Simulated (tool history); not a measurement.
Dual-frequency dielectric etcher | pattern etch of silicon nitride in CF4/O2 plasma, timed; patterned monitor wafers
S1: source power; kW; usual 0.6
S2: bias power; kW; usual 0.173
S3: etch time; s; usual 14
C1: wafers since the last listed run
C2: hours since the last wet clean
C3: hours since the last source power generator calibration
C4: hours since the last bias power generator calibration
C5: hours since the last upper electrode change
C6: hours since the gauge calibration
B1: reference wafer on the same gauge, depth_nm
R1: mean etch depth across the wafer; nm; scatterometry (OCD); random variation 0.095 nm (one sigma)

| run | hour | S1 | S2 | S3 | C1 | C2 | C3 | C4 | C5 | C6 | B1 | R1 |
|---|---|---|---|---|---|---|---|---|---|---|---|---|
| 1 | 0 | 0.6 | 0.173 | 14 | 0 | 11.8 | 3206.1 | 1003.8 | 2603.4 | 822.6 | 32.31 | 31.33 |
| 2 | 50.4 | 0.6 | 0.173 | 14 | 836 | 62.2 | 3256.5 | 1054.2 | 2653.8 | 873 | 32.27 | 31.22 |
| 3 | 128.7 | 0.6 | 0.173 | 14 | 1300 | 140.5 | 3334.8 | 1132.5 | 2732.1 | 951.3 | 32.29 | 30.87 |
| 4 | 218 | 0.66 | 0.191 | 14 | 1482 | 229.8 | 3424.1 | 1221.8 | 2821.4 | 1040.6 | 32.31 | 33.92 |
| 5 | 299.8 | 0.66 | 0.191 | 14 | 1358 | 311.6 | 3505.9 | 1303.6 | 2903.2 | 1122.4 | 32.25 | 33.63 |
| 6 | 337.5 | 0.56 | 0.173 | 14 | 625 | 349.3 | 3543.6 | 1341.3 | 2940.9 | 1160.1 | 32.26 | 28.72 |
| 7 | 435.8 | 0.55 | 0.173 | 14 | 1632 | 447.6 | 3641.9 | 1439.6 | 3039.2 | 1258.4 | 32.29 | 28.03 |
| 8 | 486 | 0.6 | 0.173 | 16.5 | 833 | 497.8 | 3692.1 | 1489.8 | 3089.4 | 1308.6 | 32.28 | 35.24 |
|  | 520.4 | wet clean of the chamber |
| 9 | 593.4 | 0.6 | 0.173 | 16.5 | 1384 | 73 | 3799.5 | 1597.2 | 3196.8 | 1416 | 32.32 | 36.48 |
| 10 | 683.4 | 0.6 | 0.173 | 16.5 | 1494 | 163 | 3889.5 | 1687.2 | 3286.8 | 1506 | 32.32 | 36.07 |
| 11 | 738.9 | 0.6 | 0.173 | 14 | 921 | 218.5 | 3945 | 1742.7 | 3342.3 | 1561.5 | 32.28 | 30.49 |
| 12 | 816.8 | 0.6 | 0.173 | 14 | 1293 | 296.4 | 4022.9 | 1820.6 | 3420.2 | 1639.4 | 32.25 | 30.26 |
| 13 | 904.9 | 0.6 | 0.173 | 14 | 1462 | 384.5 | 4111 | 1908.7 | 3508.3 | 1727.5 | 32.26 | 29.97 |
| 14 | 945.3 | 0.6 | 0.173 | 14 | 670 | 424.9 | 4151.4 | 1949.1 | 3548.7 | 1767.9 | 32.26 | 29.95 |
|  | 958.1 | gauge calibrated |
|  | 990.8 | upper electrode replaced |
| 15 | 991.3 | 0.53 | 0.143 | 16.5 | 365 | 470.9 | 4197.4 | 1995.1 | 0.5 | 33.2 | 32.32 | 30.26 |
|  | 1026.2 | wet clean of the chamber |
| 16 | 1042.3 | 0.71 | 0.211 | 14 | 448 | 16.1 | 4248.4 | 2046.1 | 51.5 | 84.2 | 32.28 | 37.6 |
|  | 1052.7 | source power generator calibrated |
| 17 | 1142.9 | 0.5 | 0.173 | 14 | 1603 | 116.7 | 90.2 | 2146.7 | 152.1 | 184.8 | 32.37 | 28.45 |
|  | 1187.8 | bias power generator calibrated |
| 18 | 1248.8 | 0.55 | 0.198 | 17 | 1691 | 222.6 | 196.1 | 61 | 258 | 290.7 | 32.3 | 38.34 |

Forecast run 19:
| 19 | 1330.3 | 0.72 | 0.173 | 14 | 1353 | 304.1 | 277.6 | 142.5 | 339.5 | 372.2 | ? | ? |

Run 19 gave B1 32.29, R1 37.11 nm.
Without the tool's hidden state the same run would have given R1 37.63 nm.
